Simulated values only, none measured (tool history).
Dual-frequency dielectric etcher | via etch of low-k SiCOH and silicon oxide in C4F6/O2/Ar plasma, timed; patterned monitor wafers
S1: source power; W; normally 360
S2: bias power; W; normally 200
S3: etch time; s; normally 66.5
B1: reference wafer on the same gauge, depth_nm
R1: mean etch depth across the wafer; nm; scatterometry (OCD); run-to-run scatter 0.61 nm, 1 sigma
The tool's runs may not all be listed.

run     day   S1   S2    S3     B1     R1
  1   0.000  360  200  66.5  165.1  191.6
  2   1.029  360  200  66.5  164.9  190.3
  3   3.975  360  200  66.5  165.0  190.9
  4   5.292  360  200  66.5  165.1  191.4
  5   8.092  360  200  66.5  165.1  191.4
  6  10.388  360  200  66.5  165.0  191.7
     13.533  -- upper electrode replaced
  7  13.554  430  200  59.5  164.9  186.3
  8  13.700  430  200  59.5  165.1  187.1
  9  16.217  430  200  59.5  164.9  186.1
 10  18.383  360  179  66.5  164.9  185.9
     20.279  -- source power generator calibrated
 11  20.300  360  179  66.5  164.9  181.7
     20.396  -- gauge calibrated
 12  21.579  360  200  66.5  165.1  187.2
     23.104  -- wet clean of the chamber
 13  23.125  360  200  50.5  164.9  142.7
     24.992  -- bias power generator calibrated
 14  25.533  410  200  47.0  164.9  140.2
 15  28.175  280  237  50.5  165.0  134.1
 16  29.988  360  200  66.5  164.9  186.5
 17  32.358  310  164  58.5  165.0  143.4
 18  34.092  330  214  74.5  165.1  205.0
 19  35.967  360  200  59.5  164.9  167.1
 20  37.288  320  245  66.5  164.9  189.7
 21  38.779  310  200  66.5  165.1  175.1
 22  40.296  410  200  60.5  164.9  179.1
     42.404  -- wet clean of the chamber
 23  42.642  360  200  66.5  164.9  187.2
 24  45.596  360  200  66.5  165.1  187.5
 25  46.717  360  200  66.5  165.0  187.0
 26  49.158  360  200  66.5  164.9  187.7
 27  51.129  360  200  82.5  165.0  232.1
 28  53.725  410  235  82.5  165.0  260.4
 29  54.979  360  200  66.5  165.0  187.1
 30  57.217  360  153  84.5  165.0  219.1

Each run again, without the hidden state but with its own random variation kept:
The hidden state here: etch rate over this chamber's usual, %; source power that arrives over what is set, %; bias power that arrives over what is set, %; gauge reads high (%).
run     R1
  1  187.2
  2  185.8
  3  186.3
  4  186.7
  5  186.5
  6  186.7
  7  181.2
  8  182.0
  9  180.8
 10  180.5
 11  181.8
 12  187.4
 13  142.8
 14  140.4
 15  134.2
 16  186.7
 17  143.5
 18  205.2
 19  167.2
 20  189.8
 21  175.2
 22  179.1
 23  187.3
 24  187.6
 25  187.0
 26  187.7
 27  232.0
 28  260.3
 29  187.0
 30  218.9

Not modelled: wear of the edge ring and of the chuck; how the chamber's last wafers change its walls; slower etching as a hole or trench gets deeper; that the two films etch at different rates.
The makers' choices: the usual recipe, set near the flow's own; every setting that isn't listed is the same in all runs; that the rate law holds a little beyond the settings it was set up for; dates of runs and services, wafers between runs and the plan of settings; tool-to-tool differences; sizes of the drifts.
